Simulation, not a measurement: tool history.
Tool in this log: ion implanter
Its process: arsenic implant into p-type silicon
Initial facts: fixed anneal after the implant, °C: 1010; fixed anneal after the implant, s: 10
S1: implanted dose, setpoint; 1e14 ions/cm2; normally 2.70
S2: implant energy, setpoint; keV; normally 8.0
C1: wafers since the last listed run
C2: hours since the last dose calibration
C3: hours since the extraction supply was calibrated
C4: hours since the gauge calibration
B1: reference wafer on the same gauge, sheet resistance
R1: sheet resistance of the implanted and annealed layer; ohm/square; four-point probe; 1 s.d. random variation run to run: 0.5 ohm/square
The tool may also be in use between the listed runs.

Run 1, hour 0.0: usual settings; C1 0; C2 1887.6; C3 2460.6; C4 119.6; B1 289.10. Result: R1 345.59 ohm/square.
Run 2, hour 10.2: usual settings; C1 165; C2 1897.8; C3 2470.8; C4 129.8; B1 288.99. Result: R1 345.86 ohm/square.
Run 3, hour 21.3: usual settings; C1 180; C2 1908.9; C3 2481.9; C4 140.9; B1 288.96. Result: R1 346.34 ohm/square.
Run 4, hour 28.2: usual settings; C1 111; C2 1915.8; C3 2488.8; C4 147.8; B1 288.99. Result: R1 346.29 ohm/square.
Run 5, hour 44.6: usual settings; C1 266; C2 1932.2; C3 2505.2; C4 164.2; B1 288.77. Result: R1 345.65 ohm/square.
Run 6, hour 61.7: usual settings; C1 277; C2 1949.3; C3 2522.3; C4 181.3; B1 289.06. Result: R1 346.43 ohm/square.
Run 7, hour 76.1: usual settings; C1 233; C2 1963.7; C3 2536.7; C4 195.7; B1 289.05. Result: R1 345.69 ohm/square.
Run 8, hour 93.4: usual settings; C1 280; C2 1981.0; C3 2554.0; C4 213.0; B1 288.97. Result: R1 346.26 ohm/square.
Run 9, hour 103.8: usual settings; C1 168; C2 1991.4; C3 2564.4; C4 223.4; B1 289.23. Result: R1 346.68 ohm/square.
Run 10, hour 115.7: usual settings; C1 193; C2 2003.3; C3 2576.3; C4 235.3; B1 289.25. Result: R1 346.20 ohm/square.
Run 11, hour 162.3: usual settings; C1 756; C2 2049.9; C3 2622.9; C4 281.9; B1 289.20. Result: R1 346.13 ohm/square.
At hour 179.3: Faraday cup replaced and dose calibrated.
At hour 186.9: gauge calibrated.
Run 12, hour 212.9: usual settings; C1 691; C2 33.6; C3 2673.5; C4 26.0; B1 289.11. Result: R1 338.78 ohm/square.
Run 13, hour 230.2: usual settings; C1 280; C2 50.9; C3 2690.8; C4 43.3; B1 289.15. Result: R1 338.72 ohm/square.
Run 14, hour 246.1: usual settings but S2 9.5 keV; C1 257; C2 66.8; C3 2706.7; C4 59.2; B1 289.18. Result: R1 332.48 ohm/square.
Run 15, hour 259.4: usual settings but S2 9.5 keV; C1 215; C2 80.1; C3 2720.0; C4 72.5; B1 288.97. Result: R1 332.21 ohm/square.
Run 16, hour 273.2: usual settings but S2 9.5 keV; C1 223; C2 93.9; C3 2733.8; C4 86.3; B1 288.99. Result: R1 333.51 ohm/square.
At hour 283.4: extraction supply calibrated.
Run 17, hour 286.9: usual settings but S2 6.0 keV; C1 92; C2 107.6; C3 3.5; C4 100.0; B1 288.95. Result: R1 349.85 ohm/square.
Run 18, hour 301.2: usual settings; C1 232; C2 121.9; C3 17.8; C4 114.3; B1 289.06. Result: R1 340.61 ohm/square.
Run 19, hour 315.3: usual settings but S1 2.92 1e14 ions/cm2, S2 9.5 keV; C1 228; C2 136.0; C3 31.9; C4 128.4; B1 288.91. Result: R1 315.32 ohm/square.
Run 20, hour 323.5: usual settings; C1 133; C2 144.2; C3 40.1; C4 136.6; B1 289.13. Result: R1 339.92 ohm/square.
Run 21, hour 338.7: usual settings; C1 246; C2 159.4; C3 55.3; C4 151.8; B1 288.96. Result: R1 340.85 ohm/square.
Run 22, hour 348.2: usual settings but S2 9.5 keV; C1 154; C2 168.9; C3 64.8; C4 161.3; B1 289.04. Result: R1 334.91 ohm/square.
Run 23, hour 356.2: usual settings but S1 2.15 1e14 ions/cm2, S2 10.0 keV; C1 129; C2 176.9; C3 72.8; C4 169.3; B1 289.06. Result: R1 394.79 ohm/square.
Run 24, hour 373.7: usual settings but S1 3.12 1e14 ions/cm2, S2 9.0 keV; C1 283; C2 194.4; C3 90.3; C4 186.8; B1 288.84. Result: R1 301.93 ohm/square.
Run 25, hour 390.1: usual settings but S1 2.92 1e14 ions/cm2, S2 5.5 keV; C1 266; C2 210.8; C3 106.7; C4 203.2; B1 288.98. Result: R1 334.73 ohm/square.
Run 26, hour 398.3: usual settings but S1 2.07 1e14 ions/cm2; C1 133; C2 219.0; C3 114.9; C4 211.4; B1 289.11. Result: R1 417.94 ohm/square.
Run 27, hour 408.0: usual settings but S1 3.01 1e14 ions/cm2, S2 6.5 keV; C1 157; C2 228.7; C3 124.6; C4 221.1; B1 288.93. Result: R1 321.68 ohm/square.
Run 28, hour 417.8: usual settings; C1 159; C2 238.5; C3 134.4; C4 230.9; B1 289.18. Result: R1 342.58 ohm/square.
Run 29, hour 434.0: usual settings but S2 5.5 keV; C1 262; C2 254.7; C3 150.6; C4 247.1; B1 289.00. Result: R1 356.40 ohm/square.
Run 30, hour 440.4: usual settings but S1 2.31 1e14 ions/cm2; C1 103; C2 261.1; C3 157.0; C4 253.5; B1 288.91. Result: R1 385.70 ohm/square.
Run 31, hour 449.1: usual settings; C1 141; C2 269.8; C3 165.7; C4 262.2; B1 289.07. Result: R1 341.98 ohm/square.
Run 32, hour 455.9: usual settings but S1 2.28 1e14 ions/cm2, S2 9.5 keV; C1 110; C2 276.6; C3 172.5; C4 269.0; B1 289.04. Result: R1 381.35 ohm/square.
At hour 462.9: gauge calibrated.
Run 33, hour 484.4: usual settings but S1 2.23 1e14 ions/cm2, S2 6.0 keV; C1 462; C2 305.1; C3 201.0; C4 21.5; B1 289.07. Result: R1 408.14 ohm/square.
Run 34, hour 492.3: usual settings; C1 128; C2 313.0; C3 208.9; C4 29.4; B1 288.69. Result: R1 342.88 ohm/square.

What if the next run were any one of these 5? Each begins from the tool's condition after run 34:
Run A, hour 492.7: usual settings; C1 6; C2 313.4; C3 209.3; C4 29.8; B1 ?. Result: R1 ?.
Run B, hour 492.7: usual settings but S1 2.30 1e14 ions/cm2, S2 6.0 keV; C1 6; C2 313.4; C3 209.3; C4 29.8; B1 ?. Result: R1 ?.
Run C, hour 492.7: usual settings but S1 2.19 1e14 ions/cm2, S2 6.0 keV; C1 6; C2 313.4; C3 209.3; C4 29.8; B1 ?. Result: R1 ?.
Run D, hour 492.7: usual settings but S1 2.39 1e14 ions/cm2; C1 6; C2 313.4; C3 209.3; C4 29.8; B1 ?. Result: R1 ?.
Run E, hour 492.7: usual settings but S1 3.21 1e14 ions/cm2, S2 5.5 keV; C1 6; C2 313.4; C3 209.3; C4 29.8; B1 ?. Result: R1 ?.

run      B1      R1
  A  288.84  343.55
  B  288.84  400.51
  C  288.84  415.83
  D  288.84  376.99
  E  288.84  313.51
Had the tool no hidden state, the same runs would have come out as:
run      R1
  A  336.61
  B  392.36
  C  407.37
  D  369.36
  E  307.22
